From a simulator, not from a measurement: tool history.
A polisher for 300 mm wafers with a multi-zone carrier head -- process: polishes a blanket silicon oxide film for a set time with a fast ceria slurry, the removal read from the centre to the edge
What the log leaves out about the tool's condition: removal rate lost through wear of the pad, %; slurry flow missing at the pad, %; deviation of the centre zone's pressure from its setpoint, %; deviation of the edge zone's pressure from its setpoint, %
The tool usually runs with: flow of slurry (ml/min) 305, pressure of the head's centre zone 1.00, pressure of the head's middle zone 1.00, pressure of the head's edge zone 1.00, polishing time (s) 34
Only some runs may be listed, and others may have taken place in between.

run	hour	flow of slurry (ml/min)	pressure of the head's centre zone	pressure of the head's middle zone	pressure of the head's edge zone	polishing time (s)	wafers since the last listed run	wafers polished on this pad	hours since the slurry nozzle was cleaned	hours since the centre zone pressure was calibrated	hours since the edge zone pressure was calibrated	hours since the carrier head's membrane was replaced	incoming thickness of the incoming film, nm	film removed at the wafer's centre (angstrom)	film removed at mid-radius (angstrom)	film removed at the wafer's edge (angstrom)
1	0.0	305	1.00	1.00	1.00	34	0	787	608.0	306.9	1050.7	995.4	1603.4	4395	4214	4276
# hour 8.6: worn pad replaced by a new one
2	9.1	305	1.00	1.00	1.00	34	46	4	617.1	316.0	1059.8	1004.5	1595.2	4881	4688	4708
3	24.8	305	1.00	1.00	1.07	34	142	146	632.8	331.7	1075.5	1020.2	1588.3	4749	4551	4618
4	36.9	305	1.00	1.00	1.00	34	109	256	644.9	343.8	1087.6	1032.3	1571.2	4465	4497	4451
5	56.6	305	1.00	1.00	1.00	34	178	434	664.6	363.5	1107.3	1052.0	1576.5	4479	4351	4245
6	70.5	305	1.00	1.00	1.00	34	125	560	678.5	377.4	1121.2	1065.9	1577.4	4444	4246	4214
7	87.0	305	0.97	1.00	1.00	34	149	710	695.0	393.9	1137.7	1082.4	1555.9	4206	4273	4188
# hour 95.4: edge zone pressure recalibrated
8	95.9	305	1.00	1.00	1.08	34	62	772	703.9	402.8	0.5	1091.3	1564.0	4304	4227	4322
# hour 104.3: worn pad replaced by a new one
9	109.1	400	0.91	1.00	1.00	34	83	43	717.1	416.0	13.7	1104.5	1592.1	4534	4780	4684
10	124.2	305	1.00	1.00	0.89	44	136	180	732.2	431.1	28.8	1119.6	1562.7	6047	5751	5397
# hour 138.0: centre zone pressure recalibrated
11	138.5	305	0.97	1.00	1.00	34	111	292	746.5	0.5	43.1	1133.9	1567.3	4363	4241	4356
12	147.8	305	1.00	1.00	1.00	34	84	376	755.8	9.8	52.4	1143.2	1587.6	4512	4335	4253
13	163.4	305	1.00	1.10	1.07	34	141	517	771.4	25.4	68.0	1158.8	1612.7	4465	4594	4344
# hour 182.8: slurry nozzle cleaned
# hour 189.9: carrier head's membrane replaced by a new one
# hour 201.4: worn pad replaced by a new one
14	212.3	305	0.94	1.00	1.00	34	352	99	29.5	74.3	116.9	22.4	1551.2	4593	4615	4630
15	229.1	345	0.95	1.00	1.00	34	152	251	46.3	91.1	133.7	39.2	1595.5	4388	4523	4365
16	239.9	370	1.09	0.90	1.09	34	97	349	57.1	101.9	144.5	50.0	1553.4	4835	4125	4520
17	252.1	305	1.00	1.00	0.91	34	110	459	69.3	114.1	156.7	62.2	1601.3	4573	4300	4059
18	269.1	360	0.92	1.00	1.00	34	154	613	86.3	131.1	173.7	79.2	1579.2	4246	4359	4250
19	283.7	305	1.00	1.00	1.00	34	132	746	100.9	145.7	188.3	93.8	1577.2	4300	4207	4246
# hour 294.9: worn pad replaced by a new one
20	295.4	305	1.00	1.03	0.94	38	69	4	112.6	157.4	200.0	105.5	1576.3	5481	5407	4993
21	305.1	305	1.00	1.00	1.00	34	87	91	122.3	167.1	209.7	115.2	1568.5	4718	4610	4498
22	322.0	305	1.00	1.00	1.00	34	153	245	139.2	184.0	226.6	132.1	1576.5	4604	4461	4381

What was the tool's hidden state at every run in the log?
slurry flow missing at the pad, %: 0, the same for each run
deviation of the centre zone's pressure from its setpoint, %: 0, the same for each run
deviation of the edge zone's pressure from its setpoint, %: 0, the same for each run
H1: removal rate lost through wear of the pad, %
run	H1
1	11.2
2	0.696
3	4.95
4	7.17
5	9.52
6	10.6
7	11.4
8	11.7
9	2.02
10	5.68
11	7.98
12	9.06
13	10.3
14	3.23
15	6.59
16	8.06
17	9.27
18	10.4
19	11
20	0.719
21	3.57
22	7.02

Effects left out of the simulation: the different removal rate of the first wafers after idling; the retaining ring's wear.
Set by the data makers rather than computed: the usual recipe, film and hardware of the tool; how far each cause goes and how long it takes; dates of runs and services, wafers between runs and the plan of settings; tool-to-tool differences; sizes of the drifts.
